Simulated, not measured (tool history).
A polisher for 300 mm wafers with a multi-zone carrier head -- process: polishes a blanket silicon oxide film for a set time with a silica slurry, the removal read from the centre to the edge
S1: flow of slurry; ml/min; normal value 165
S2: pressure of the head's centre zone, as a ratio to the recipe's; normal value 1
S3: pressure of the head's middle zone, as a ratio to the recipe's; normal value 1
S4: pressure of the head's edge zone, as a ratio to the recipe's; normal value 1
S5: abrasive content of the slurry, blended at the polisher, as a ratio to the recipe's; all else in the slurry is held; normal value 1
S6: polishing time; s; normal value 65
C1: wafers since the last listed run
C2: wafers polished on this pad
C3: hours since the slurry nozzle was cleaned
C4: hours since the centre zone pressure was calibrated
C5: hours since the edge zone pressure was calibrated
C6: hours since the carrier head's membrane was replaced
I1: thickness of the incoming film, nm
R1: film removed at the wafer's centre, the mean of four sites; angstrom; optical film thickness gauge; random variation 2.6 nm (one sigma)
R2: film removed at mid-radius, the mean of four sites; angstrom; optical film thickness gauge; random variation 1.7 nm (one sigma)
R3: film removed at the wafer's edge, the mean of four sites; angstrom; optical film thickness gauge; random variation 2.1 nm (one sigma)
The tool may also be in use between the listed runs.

run,day,S1,S2,S3,S4,S5,S6,C1,C2,C3,C4,C5,C6,I1,R1,R2,R3
1,0,165,0.94,1,1,1,65,0,15,219.5,212.1,686.5,807.2,1812.7,2081,2224,2200
2,0.638,165,1,1,1,1,65,192,208,234.8,227.4,701.8,822.5,1808.1,2209,2198,2198
3,0.967,165,1,1,1.07,1,65,99,308,242.7,235.3,709.7,830.4,1785.2,2216,2167,2264
# day 1.729: edge zone pressure recalibrated
4,1.75,165,1,1,1,1,65,211,519,261.5,254.1,0.5,849.2,1813.1,2086,2128,2141
5,1.95,165,1,1,1,1,65,60,580,266.3,258.9,5.3,854,1834.7,2141,2100,2133
# day 2.304: carrier head's membrane replaced by a new one
6,2.358,165,1,1,1,1,65,60,640,276.1,268.7,15.1,1.3,1801.9,2084,2078,2087
# day 2.946: worn pad replaced by a new one
7,2.967,165,1,1,1,1,65,133,6,290.7,283.3,29.7,15.9,1825.7,2184,2218,2230
# day 3.725: centre zone pressure recalibrated
8,3.746,165,1,1,1,1,65,210,216,309.4,0.5,48.4,34.6,1772.6,2180,2201,2214
9,4.217,165,0.89,1,1,1.2,65,142,358,320.7,11.8,59.7,45.9,1762.9,2101,2347,2344
10,4.533,165,1,0.91,1.09,1,65,95,454,328.3,19.4,67.3,53.5,1793,2107,1997,2243
# day 4.7: slurry nozzle cleaned
11,4.904,165,1,1,1.1,1,87,99,553,4.9,28.3,76.2,62.4,1795.4,2823,2836,2985
# day 5.562: worn pad replaced by a new one
12,5.583,105,1,1.07,0.9,1,51,154,6,21.2,44.6,92.5,78.7,1809.4,1503,1664,1541
13,6.125,165,1,1,1,1,65,163,169,34.2,57.6,105.5,91.7,1803.8,2187,2224,2219
14,6.75,165,1,0.94,1.11,1,65,188,358,49.2,72.6,120.5,106.7,1795.3,2190,2058,2258
15,7.042,165,1,1,1,1,65,88,446,56.2,79.6,127.5,113.7,1798.9,2130,2162,2178
16,7.783,120,1,1,1,1,65,224,671,74,97.4,145.3,131.5,1798.2,1955,1972,2022
# day 8.262: worn pad replaced by a new one
17,8.283,165,1,1.11,0.96,1,65,100,6,86,109.4,157.3,143.5,1801.9,2213,2395,2192
18,8.862,165,1,1,1,1,65,175,181,99.9,123.3,171.2,157.4,1799,2195,2182,2190
19,9.167,115,1,1,1,1,65,91,273,107.2,130.6,178.5,164.7,1814.5,1975,2016,2046
20,9.725,165,1,0.93,1,1,65,168,442,120.6,144,191.9,178.1,1775.2,2160,2063,2199
21,10.133,165,1,1,1.07,1,65,123,565,130.4,153.8,201.7,187.9,1785.1,2065,2135,2207

Here are 4 independent what-if runs from the current tool condition. What would each one return?
A,10.15,165,1,1,1,1.25,65,5,570,130.8,154.2,202.1,188.3,1792.7,?,?,?
B,10.15,165,1,1,1.09,1,65,5,570,130.8,154.2,202.1,188.3,1792.7,?,?,?
C,10.15,165,1,1,1,0.75,65,5,570,130.8,154.2,202.1,188.3,1792.7,?,?,?
D,10.15,165,1,1,1.11,1,65,5,570,130.8,154.2,202.1,188.3,1792.7,?,?,?

run,R1,R2,R3
A,2288,2333,2314
B,2105,2146,2213
C,1875,1912,1897
D,2105,2146,2231
Take away the tool's hidden state, keep each run's random variation, and the runs would have read:
run,R1,R2,R3
A,2379,2426,2407
B,2190,2232,2301
C,1950,1989,1973
D,2190,2232,2320
